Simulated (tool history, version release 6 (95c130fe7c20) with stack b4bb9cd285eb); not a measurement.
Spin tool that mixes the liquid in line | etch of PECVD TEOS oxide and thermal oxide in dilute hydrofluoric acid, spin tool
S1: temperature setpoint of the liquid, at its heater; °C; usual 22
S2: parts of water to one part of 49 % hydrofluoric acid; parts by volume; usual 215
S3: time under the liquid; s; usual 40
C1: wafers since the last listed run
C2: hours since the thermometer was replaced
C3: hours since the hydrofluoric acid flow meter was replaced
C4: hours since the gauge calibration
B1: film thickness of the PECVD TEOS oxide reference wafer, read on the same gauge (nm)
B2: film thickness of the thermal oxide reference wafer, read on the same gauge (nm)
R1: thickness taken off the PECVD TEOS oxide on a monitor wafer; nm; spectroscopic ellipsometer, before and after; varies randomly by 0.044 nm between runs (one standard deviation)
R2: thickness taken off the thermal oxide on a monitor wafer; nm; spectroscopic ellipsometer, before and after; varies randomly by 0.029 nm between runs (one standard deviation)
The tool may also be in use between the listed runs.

| run | day | S1 | S2 | S3 | C1 | C2 | C3 | C4 | B1 | B2 | R1 | R2 |
|---|---|---|---|---|---|---|---|---|---|---|---|---|
| 1 | 0 | 22 | 215 | 40 | 0 | 1730.9 | 1488 | 651.9 | 115.662 | 48.204 | 4.236 | 0.731 |
| 2 | 2.867 | 22 | 215 | 40 | 1115 | 1799.7 | 1556.8 | 720.7 | 115.531 | 48.182 | 4.269 | 0.691 |
| 3 | 4.479 | 22 | 215 | 40 | 627 | 1838.4 | 1595.5 | 759.4 | 115.481 | 48.058 | 4.135 | 0.736 |
| 4 | 6.642 | 22 | 215 | 40 | 841 | 1890.3 | 1647.4 | 811.3 | 115.411 | 48.076 | 4.216 | 0.701 |
| 5 | 8.504 | 22 | 215 | 40 | 725 | 1935 | 1692.1 | 856 | 115.345 | 48.023 | 4.189 | 0.719 |
| 6 | 9.721 | 22 | 215 | 25 | 473 | 1964.2 | 1721.3 | 885.2 | 115.305 | 48.035 | 2.629 | 0.426 |
| 7 | 11.329 | 18 | 215 | 20 | 626 | 2002.8 | 1759.9 | 923.8 | 115.299 | 48.037 | 1.816 | 0.302 |
|  | 13.054 | gauge calibrated |
| 8 | 13.496 | 18 | 215 | 20 | 843 | 2054.8 | 1811.9 | 10.6 | 119.229 | 49.695 | 1.91 | 0.328 |
| 9 | 16.208 | 18 | 215 | 20 | 1055 | 2119.9 | 1877 | 75.7 | 118.373 | 49.33 | 1.866 | 0.328 |
| 10 | 23.692 | 22 | 130 | 40 | 2912 | 2299.5 | 2056.6 | 255.3 | 116.712 | 48.634 | 7.854 | 1.297 |
|  | 24.742 | thermometer replaced |
| 11 | 31.575 | 22 | 130 | 40 | 3052 | 164 | 2245.8 | 444.5 | 115.713 | 48.199 | 7.83 | 1.411 |
| 12 | 33.017 | 17 | 325 | 55 | 561 | 198.6 | 2280.4 | 479.1 | 115.563 | 48.124 | 2.853 | 0.47 |
| 13 | 34.996 | 24.5 | 215 | 55 | 770 | 246.1 | 2327.9 | 526.6 | 115.389 | 48.105 | 6.292 | 1.117 |
| 14 | 37.504 | 22 | 215 | 40 | 976 | 306.3 | 2388.1 | 586.8 | 115.243 | 47.976 | 4.202 | 0.708 |
| 15 | 39.242 | 22 | 215 | 40 | 676 | 348 | 2429.8 | 628.5 | 115.126 | 47.95 | 4.189 | 0.703 |
| 16 | 41.846 | 25 | 305 | 65 | 1013 | 410.5 | 2492.3 | 691 | 115.022 | 47.895 | 4.865 | 0.847 |
|  | 43.096 | hydrofluoric acid flow meter replaced |
| 17 | 43.388 | 22 | 215 | 40 | 583 | 447.5 | 7 | 728 | 114.93 | 47.865 | 4.294 | 0.706 |
| 18 | 45.288 | 26.5 | 295 | 55 | 739 | 493.1 | 52.6 | 773.6 | 114.866 | 47.848 | 4.591 | 0.766 |
| 19 | 48.6 | 24.5 | 215 | 40 | 1289 | 572.6 | 132.1 | 853.1 | 114.757 | 47.815 | 4.695 | 0.768 |
| 20 | 51.083 | 22 | 215 | 40 | 966 | 632.2 | 191.7 | 912.7 | 114.698 | 47.765 | 4.143 | 0.717 |
| 21 | 52.288 | 22 | 135 | 40 | 468 | 661.1 | 220.6 | 941.6 | 114.698 | 47.751 | 7.256 | 1.215 |
| 22 | 53.662 | 22 | 165 | 40 | 535 | 694.1 | 253.6 | 974.6 | 114.617 | 47.798 | 5.88 | 0.936 |
| 23 | 54.75 | 25.5 | 295 | 40 | 423 | 720.2 | 279.7 | 1000.7 | 114.657 | 47.743 | 3.217 | 0.535 |
|  | 56.754 | gauge calibrated |
| 24 | 57.546 | 22 | 120 | 30 | 1088 | 787.3 | 346.8 | 19 | 119.285 | 49.699 | 6.396 | 1.001 |
| 25 | 60.388 | 19.5 | 215 | 15 | 1106 | 855.5 | 415 | 87.2 | 118.424 | 49.346 | 1.472 | 0.264 |
| 26 | 61.808 | 20 | 295 | 60 | 553 | 889.6 | 449.1 | 121.3 | 118.011 | 49.131 | 4.067 | 0.694 |
| 27 | 63.412 | 22 | 215 | 40 | 624 | 928.1 | 487.6 | 159.8 | 117.668 | 48.977 | 4.267 | 0.702 |

Forecast each of these 3 alternatives for the next run:
| A | 63.429 | 22 | 215 | 40 | 6 | 928.5 | 488 | 160.2 | ? | ? | ? | ? |
| B | 63.429 | 25 | 260 | 40 | 6 | 928.5 | 488 | 160.2 | ? | ? | ? | ? |
| C | 63.429 | 20.5 | 215 | 40 | 6 | 928.5 | 488 | 160.2 | ? | ? | ? | ? |

| run | B1 | B2 | R1 | R2 |
|---|---|---|---|---|
| A | 117.63 | 49.03 | 4.308 | 0.756 |
| B | 117.63 | 49.03 | 3.793 | 0.666 |
| C | 117.63 | 49.03 | 4.07 | 0.715 |
Stripped of hidden state, with their random variation kept, the same runs would have yielded:
| run | R1 | R2 |
|---|---|---|
| A | 4.394 | 0.772 |
| B | 3.869 | 0.679 |
| C | 4.152 | 0.729 |
